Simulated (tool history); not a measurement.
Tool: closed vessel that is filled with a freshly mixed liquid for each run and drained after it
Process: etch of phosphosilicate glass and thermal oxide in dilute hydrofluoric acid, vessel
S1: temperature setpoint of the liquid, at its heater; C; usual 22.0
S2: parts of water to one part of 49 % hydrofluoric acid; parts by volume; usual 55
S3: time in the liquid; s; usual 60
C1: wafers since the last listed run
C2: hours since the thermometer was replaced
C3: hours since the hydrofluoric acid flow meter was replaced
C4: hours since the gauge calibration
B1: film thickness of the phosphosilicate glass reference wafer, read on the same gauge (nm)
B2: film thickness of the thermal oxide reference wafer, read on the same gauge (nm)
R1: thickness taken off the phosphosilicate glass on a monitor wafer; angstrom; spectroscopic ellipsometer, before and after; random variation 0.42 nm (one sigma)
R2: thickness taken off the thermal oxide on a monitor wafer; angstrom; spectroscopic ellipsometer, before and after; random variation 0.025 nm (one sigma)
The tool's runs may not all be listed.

{"run": 1, "hour": 0.0, "S1": 20.0, "S2": 55, "S3": 45, "C1": 0, "C2": 293.6, "C3": 728.8, "C4": 373.2, "B1": 40.02, "B2": 40.008, "R1": 427.2, "R2": 31.82}
{"run": 2, "hour": 12.2, "S1": 22.0, "S2": 55, "S3": 60, "C1": 1382, "C2": 305.8, "C3": 741.0, "C4": 385.4, "B1": 39.99, "B2": 39.978, "R1": 619.3, "R2": 46.19}
{"run": 3, "hour": 36.6, "S1": 22.0, "S2": 55, "S3": 60, "C1": 2765, "C2": 330.2, "C3": 765.4, "C4": 409.8, "B1": 40.01, "B2": 39.995, "R1": 621.4, "R2": 45.86}
{"run": 4, "hour": 111.0, "S1": 22.0, "S2": 65, "S3": 35, "C1": 8431, "C2": 404.6, "C3": 839.8, "C4": 484.2, "B1": 40.01, "B2": 40.004, "R1": 304.0, "R2": 22.08}
{"run": 5, "hour": 130.0, "S1": 22.0, "S2": 55, "S3": 60, "C1": 2153, "C2": 423.6, "C3": 858.8, "C4": 503.2, "B1": 39.97, "B2": 39.994, "R1": 623.4, "R2": 46.26}
{"hour": 188.2, "done": "thermometer replaced"}
{"run": 6, "hour": 192.7, "S1": 22.0, "S2": 55, "S3": 50, "C1": 6992, "C2": 4.5, "C3": 921.5, "C4": 565.9, "B1": 40.02, "B2": 39.99, "R1": 515.2, "R2": 37.99}
{"run": 7, "hour": 211.6, "S1": 22.0, "S2": 55, "S3": 60, "C1": 2141, "C2": 23.4, "C3": 940.4, "C4": 584.8, "B1": 40.0, "B2": 39.99, "R1": 617.4, "R2": 46.06}
{"run": 8, "hour": 237.6, "S1": 22.0, "S2": 55, "S3": 60, "C1": 2946, "C2": 49.4, "C3": 966.4, "C4": 610.8, "B1": 40.01, "B2": 39.977, "R1": 612.0, "R2": 45.51}
{"run": 9, "hour": 257.6, "S1": 22.0, "S2": 55, "S3": 60, "C1": 2266, "C2": 69.4, "C3": 986.4, "C4": 630.8, "B1": 39.99, "B2": 40.009, "R1": 624.6, "R2": 45.81}
{"hour": 268.1, "done": "gauge calibrated"}
{"run": 10, "hour": 286.5, "S1": 25.0, "S2": 55, "S3": 85, "C1": 3275, "C2": 98.3, "C3": 1015.3, "C4": 18.4, "B1": 40.01, "B2": 40.006, "R1": 996.9, "R2": 73.1}
{"hour": 287.6, "done": "hydrofluoric acid flow meter replaced"}
{"run": 11, "hour": 317.8, "S1": 22.0, "S2": 55, "S3": 60, "C1": 3433, "C2": 129.6, "C3": 30.2, "C4": 49.7, "B1": 39.98, "B2": 39.98, "R1": 614.9, "R2": 45.43}
{"run": 12, "hour": 350.8, "S1": 19.5, "S2": 70, "S3": 50, "C1": 3739, "C2": 162.6, "C3": 63.2, "C4": 82.7, "B1": 40.03, "B2": 39.988, "R1": 357.1, "R2": 26.41}
{"run": 13, "hour": 376.3, "S1": 22.0, "S2": 55, "S3": 60, "C1": 2889, "C2": 188.1, "C3": 88.7, "C4": 108.2, "B1": 40.02, "B2": 40.03, "R1": 622.1, "R2": 45.95}
{"run": 14, "hour": 397.8, "S1": 22.0, "S2": 55, "S3": 60, "C1": 2436, "C2": 209.6, "C3": 110.2, "C4": 129.7, "B1": 40.01, "B2": 39.968, "R1": 622.0, "R2": 45.78}
{"run": 15, "hour": 432.1, "S1": 24.0, "S2": 65, "S3": 60, "C1": 3886, "C2": 243.9, "C3": 144.5, "C4": 164.0, "B1": 40.01, "B2": 39.999, "R1": 562.6, "R2": 41.76}
{"run": 16, "hour": 454.7, "S1": 18.0, "S2": 45, "S3": 40, "C1": 2561, "C2": 266.5, "C3": 167.1, "C4": 186.6, "B1": 40.0, "B2": 40.007, "R1": 429.0, "R2": 31.87}
{"run": 17, "hour": 469.4, "S1": 22.0, "S2": 55, "S3": 35, "C1": 1665, "C2": 281.2, "C3": 181.8, "C4": 201.3, "B1": 39.97, "B2": 39.982, "R1": 361.7, "R2": 26.64}
{"run": 18, "hour": 482.8, "S1": 22.0, "S2": 70, "S3": 40, "C1": 1518, "C2": 294.6, "C3": 195.2, "C4": 214.7, "B1": 40.02, "B2": 40.001, "R1": 317.7, "R2": 23.33}
{"run": 19, "hour": 515.0, "S1": 19.0, "S2": 55, "S3": 60, "C1": 3649, "C2": 326.8, "C3": 227.4, "C4": 246.9, "B1": 40.01, "B2": 40.01, "R1": 539.9, "R2": 40.19}
{"run": 20, "hour": 529.1, "S1": 22.0, "S2": 55, "S3": 60, "C1": 1597, "C2": 340.9, "C3": 241.5, "C4": 261.0, "B1": 40.0, "B2": 39.994, "R1": 615.1, "R2": 45.54}
{"run": 21, "hour": 541.8, "S1": 18.5, "S2": 70, "S3": 85, "C1": 1439, "C2": 353.6, "C3": 254.2, "C4": 273.7, "B1": 39.97, "B2": 39.997, "R1": 587.3, "R2": 42.73}
{"run": 22, "hour": 561.6, "S1": 23.5, "S2": 85, "S3": 75, "C1": 2243, "C2": 373.4, "C3": 274.0, "C4": 293.5, "B1": 40.01, "B2": 39.993, "R1": 518.7, "R2": 38.17}

5 ways to go on from here, each from the tool as it stands after run 22. What would each give?
{"run": "A", "hour": 562.3, "S1": 22.0, "S2": 55, "S3": 60, "C1": 79, "C2": 374.1, "C3": 274.7, "C4": 294.2, "B1": "?", "B2": "?", "R1": "?", "R2": "?"}
{"run": "B", "hour": 562.3, "S1": 23.5, "S2": 55, "S3": 60, "C1": 79, "C2": 374.1, "C3": 274.7, "C4": 294.2, "B1": "?", "B2": "?", "R1": "?", "R2": "?"}
{"run": "C", "hour": 562.3, "S1": 26.5, "S2": 25, "S3": 85, "C1": 79, "C2": 374.1, "C3": 274.7, "C4": 294.2, "B1": "?", "B2": "?", "R1": "?", "R2": "?"}
{"run": "D", "hour": 562.3, "S1": 22.0, "S2": 70, "S3": 60, "C1": 79, "C2": 374.1, "C3": 274.7, "C4": 294.2, "B1": "?", "B2": "?", "R1": "?", "R2": "?"}
{"run": "E", "hour": 562.3, "S1": 22.0, "S2": 55, "S3": 80, "C1": 79, "C2": 374.1, "C3": 274.7, "C4": 294.2, "B1": "?", "B2": "?", "R1": "?", "R2": "?"}

run=A B1=39.98 B2=39.993 R1=619.5 R2=46.03
run=B B1=39.98 B2=39.993 R1=659.2 R2=48.98
run=C B1=39.98 B2=39.993 R1=2422.5 R2=180.01
run=D B1=39.98 B2=39.993 R1=477.8 R2=35.50
run=E B1=39.98 B2=39.993 R1=826.0 R2=61.38
Without the tool's hidden state the same runs would have given:
run=A R1=619.5 R2=46.03
run=B R1=659.2 R2=48.98
run=C R1=2422.5 R2=180.01
run=D R1=477.8 R2=35.50
run=E R1=826.0 R2=61.38

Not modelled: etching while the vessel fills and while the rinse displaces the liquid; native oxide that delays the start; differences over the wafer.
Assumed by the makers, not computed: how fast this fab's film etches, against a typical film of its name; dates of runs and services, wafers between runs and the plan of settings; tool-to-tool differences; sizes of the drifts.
